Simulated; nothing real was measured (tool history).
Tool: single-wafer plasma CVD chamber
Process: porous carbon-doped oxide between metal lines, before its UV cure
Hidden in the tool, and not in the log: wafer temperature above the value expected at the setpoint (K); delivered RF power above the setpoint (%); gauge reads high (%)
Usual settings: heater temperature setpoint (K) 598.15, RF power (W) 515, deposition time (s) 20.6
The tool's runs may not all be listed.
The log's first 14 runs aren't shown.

| run | hour | heater temperature setpoint (K) | RF power (W) | deposition time (s) | wafers since the last listed run | hours since the last thermocouple change | hours since the last RF generator calibration | hours since the showerhead was replaced | hours since the gauge calibration | read-back reference wafer on the same gauge, thickness_nm | mean film thickness on the monitor wafer (nm) |
|---|---|---|---|---|---|---|---|---|---|---|---|
|  | 685.9 | RF generator calibrated |
| 15 | 700.1 | 598.15 | 445 | 22.9 | 1131 | 170.2 | 14.2 | 320.8 | 354.6 | 94.078 | 102.590 |
| 16 | 727.8 | 598.15 | 480 | 18.4 | 691 | 197.9 | 41.9 | 348.5 | 382.3 | 94.100 | 88.095 |
| 17 | 756.8 | 592.15 | 515 | 20.6 | 724 | 226.9 | 70.9 | 377.5 | 411.3 | 94.043 | 106.632 |
| 18 | 820.5 | 598.15 | 515 | 20.6 | 1591 | 290.6 | 134.6 | 441.2 | 475.0 | 93.919 | 102.739 |
| 19 | 883.6 | 603.15 | 585 | 18.9 | 1576 | 353.7 | 197.7 | 504.3 | 538.1 | 93.825 | 101.620 |
| 20 | 946.6 | 604.15 | 515 | 23.7 | 1573 | 416.7 | 260.7 | 567.3 | 601.1 | 94.010 | 114.376 |
| 21 | 975.2 | 584.15 | 515 | 20.6 | 714 | 445.3 | 289.3 | 595.9 | 629.7 | 93.981 | 109.426 |
| 22 | 1028.0 | 598.15 | 515 | 20.6 | 1318 | 498.1 | 342.1 | 648.7 | 682.5 | 93.944 | 102.723 |
| 23 | 1067.0 | 583.15 | 485 | 24.6 | 974 | 537.1 | 381.1 | 687.7 | 721.5 | 94.023 | 125.215 |
| 24 | 1133.4 | 598.15 | 455 | 20.6 | 1658 | 603.5 | 447.5 | 754.1 | 787.9 | 93.977 | 93.353 |
| 25 | 1203.1 | 598.15 | 585 | 20.6 | 1741 | 673.2 | 517.2 | 823.8 | 857.6 | 93.935 | 111.083 |
| 26 | 1252.7 | 585.15 | 515 | 21.9 | 1238 | 722.8 | 566.8 | 873.4 | 907.2 | 93.965 | 114.383 |
| 27 | 1318.3 | 598.15 | 515 | 20.6 | 1638 | 788.4 | 632.4 | 939.0 | 972.8 | 93.958 | 102.251 |
| 28 | 1349.1 | 584.15 | 475 | 23.2 | 769 | 819.2 | 663.2 | 969.8 | 1003.6 | 93.860 | 115.374 |
| 29 | 1379.1 | 598.15 | 615 | 17.3 | 749 | 849.2 | 693.2 | 999.8 | 1033.6 | 94.071 | 98.148 |
| 30 | 1412.9 | 583.15 | 580 | 18.9 | 844 | 883.0 | 727.0 | 1033.6 | 1067.4 | 93.917 | 108.838 |
| 31 | 1483.4 | 598.15 | 515 | 20.6 | 1761 | 953.5 | 797.5 | 1104.1 | 1137.9 | 94.006 | 101.740 |
| 32 | 1517.5 | 610.15 | 515 | 17.5 | 851 | 987.6 | 831.6 | 1138.2 | 1172.0 | 93.962 | 83.266 |
| 33 | 1546.0 | 598.15 | 600 | 16.8 | 711 | 1016.1 | 860.1 | 1166.7 | 1200.5 | 93.963 | 92.021 |

5 ways to go on from here, each from the tool as it stands after run 33. What would each give?
| A | 1546.4 | 598.15 | 515 | 20.6 | 9 | 1016.5 | 860.5 | 1167.1 | 1200.9 | ? | ? |
| B | 1546.4 | 591.15 | 515 | 20.6 | 9 | 1016.5 | 860.5 | 1167.1 | 1200.9 | ? | ? |
| C | 1546.4 | 591.15 | 575 | 22.5 | 9 | 1016.5 | 860.5 | 1167.1 | 1200.9 | ? | ? |
| D | 1546.4 | 592.15 | 610 | 20.6 | 9 | 1016.5 | 860.5 | 1167.1 | 1200.9 | ? | ? |
| E | 1546.4 | 590.15 | 415 | 20.6 | 9 | 1016.5 | 860.5 | 1167.1 | 1200.9 | ? | ? |

| run | read-back reference wafer on the same gauge, thickness_nm | mean film thickness on the monitor wafer (nm) |
|---|---|---|
| A | 93.993 | 101.879 |
| B | 93.993 | 105.112 |
| C | 93.993 | 123.448 |
| D | 93.993 | 117.419 |
| E | 93.993 | 89.543 |
Without the tool's hidden state the same runs would have given:
| run | mean film thickness on the monitor wafer (nm) |
|---|---|
| A | 103.989 |
| B | 107.289 |
| C | 125.950 |
| D | 119.799 |
| E | 91.712 |
